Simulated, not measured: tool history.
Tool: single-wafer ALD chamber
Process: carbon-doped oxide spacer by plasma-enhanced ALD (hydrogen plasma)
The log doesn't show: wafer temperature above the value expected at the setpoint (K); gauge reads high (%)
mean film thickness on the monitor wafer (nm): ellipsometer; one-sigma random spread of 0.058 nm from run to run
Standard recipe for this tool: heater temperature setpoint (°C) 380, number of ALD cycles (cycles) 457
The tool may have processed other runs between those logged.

| run | hour | heater temperature setpoint (°C) | number of ALD cycles (cycles) | wafers since the last listed run | hours since the last thermocouple change | hours since the gauge calibration | read-back reference wafer on the same gauge, thickness_nm | mean film thickness on the monitor wafer (nm) |
|---|---|---|---|---|---|---|---|---|
| 1 | 0 | 380 | 457 | 0 | 1826 | 987.4 | 22.395 | 23.081 |
| 2 | 38.1 | 380 | 457 | 38 | 1864.1 | 1025.5 | 22.381 | 23.072 |
| 3 | 82.2 | 380 | 457 | 44 | 1908.2 | 1069.6 | 22.398 | 23.073 |
| 4 | 117.9 | 380 | 457 | 36 | 1943.9 | 1105.3 | 22.403 | 23.023 |
| 5 | 187.2 | 380 | 457 | 70 | 2013.2 | 1174.6 | 22.418 | 23.028 |
| 6 | 219.9 | 380 | 457 | 33 | 2045.9 | 1207.3 | 22.38 | 23.133 |
| 7 | 269.5 | 380 | 457 | 50 | 2095.5 | 1256.9 | 22.392 | 23.026 |
| 8 | 302.2 | 380 | 457 | 33 | 2128.2 | 1289.6 | 22.419 | 23.039 |
| 9 | 348.1 | 380 | 457 | 46 | 2174.1 | 1335.5 | 22.36 | 22.973 |
| 10 | 412.1 | 386 | 530 | 64 | 2238.1 | 1399.5 | 22.396 | 26.782 |
| 11 | 469.5 | 380 | 457 | 58 | 2295.5 | 1456.9 | 22.405 | 23.07 |
| 12 | 494.6 | 380 | 457 | 25 | 2320.6 | 1482 | 22.412 | 23.099 |
| 13 | 525 | 380 | 457 | 30 | 2351 | 1512.4 | 22.408 | 23.029 |
| 14 | 551.8 | 380 | 391 | 27 | 2377.8 | 1539.2 | 22.404 | 19.667 |
| 15 | 582.7 | 380 | 391 | 31 | 2408.7 | 1570.1 | 22.409 | 19.639 |
| 16 | 609.2 | 391 | 509 | 26 | 2435.2 | 1596.6 | 22.38 | 25.687 |
| 17 | 640 | 369 | 457 | 31 | 2466 | 1627.4 | 22.382 | 23.047 |
| 18 | 678.2 | 369 | 457 | 38 | 2504.2 | 1665.6 | 22.38 | 23.04 |
|  | 686.5 | gauge calibrated |
|  | 704.9 | thermocouple changed; heater temperature recalibrated |
| 19 | 742 | 380 | 457 | 56 | 37.1 | 55.5 | 22.411 | 23.09 |
| 20 | 778.9 | 380 | 420 | 37 | 74 | 92.4 | 22.408 | 21.114 |
| 21 | 806.2 | 380 | 420 | 27 | 101.3 | 119.7 | 22.39 | 21.063 |
| 22 | 838.3 | 388 | 457 | 32 | 133.4 | 151.8 | 22.383 | 23.127 |
| 23 | 894.6 | 369 | 434 | 56 | 189.7 | 208.1 | 22.403 | 21.858 |
| 24 | 944.7 | 387 | 498 | 50 | 239.8 | 258.2 | 22.404 | 25.054 |
| 25 | 989.9 | 386 | 403 | 45 | 285 | 303.4 | 22.375 | 20.395 |
| 26 | 1033.1 | 380 | 457 | 43 | 328.2 | 346.6 | 22.418 | 23.096 |
| 27 | 1086 | 385 | 536 | 53 | 381.1 | 399.5 | 22.376 | 27.131 |
| 28 | 1122 | 368 | 488 | 36 | 417.1 | 435.5 | 22.389 | 24.642 |
| 29 | 1150.2 | 376 | 505 | 28 | 445.3 | 463.7 | 22.395 | 25.433 |
| 30 | 1216.9 | 380 | 457 | 67 | 512 | 530.4 | 22.41 | 23.082 |
| 31 | 1268.2 | 376 | 505 | 51 | 563.3 | 581.7 | 22.377 | 25.431 |
| 32 | 1294.2 | 373 | 531 | 26 | 589.3 | 607.7 | 22.399 | 26.835 |
| 33 | 1326.6 | 380 | 457 | 32 | 621.7 | 640.1 | 22.384 | 23.015 |
| 34 | 1352.3 | 376 | 367 | 25 | 647.4 | 665.8 | 22.39 | 18.455 |
| 35 | 1393.3 | 392 | 430 | 41 | 688.4 | 706.8 | 22.411 | 21.771 |
| 36 | 1428.3 | 380 | 457 | 35 | 723.4 | 741.8 | 22.382 | 23.053 |
| 37 | 1454.4 | 380 | 432 | 26 | 749.5 | 767.9 | 22.405 | 21.762 |
| 38 | 1483.7 | 369 | 426 | 29 | 778.8 | 797.2 | 22.408 | 21.395 |
| 39 | 1554.5 | 373 | 457 | 71 | 849.6 | 868 | 22.4 | 23.041 |
| 40 | 1580.9 | 380 | 457 | 26 | 876 | 894.4 | 22.428 | 23.2 |
| 41 | 1606.1 | 386 | 377 | 25 | 901.2 | 919.6 | 22.362 | 19.005 |
| 42 | 1635.9 | 386 | 530 | 30 | 931 | 949.4 | 22.4 | 26.774 |
| 43 | 1686.3 | 366 | 430 | 50 | 981.4 | 999.8 | 22.414 | 21.735 |
| 44 | 1749 | 388 | 432 | 63 | 1044.1 | 1062.5 | 22.406 | 21.777 |
| 45 | 1793.1 | 368 | 540 | 44 | 1088.2 | 1106.6 | 22.403 | 27.235 |
| 46 | 1864.8 | 386 | 501 | 72 | 1159.9 | 1178.3 | 22.419 | 25.376 |

Hidden condition of the tool, last listed run before each entry between runs versus first listed run after:
Logged between run 18 and run 19: gauge calibrated (hour 686.5); thermocouple changed; heater temperature recalibrated (hour 704.9)
  both runs share identical hidden conditions
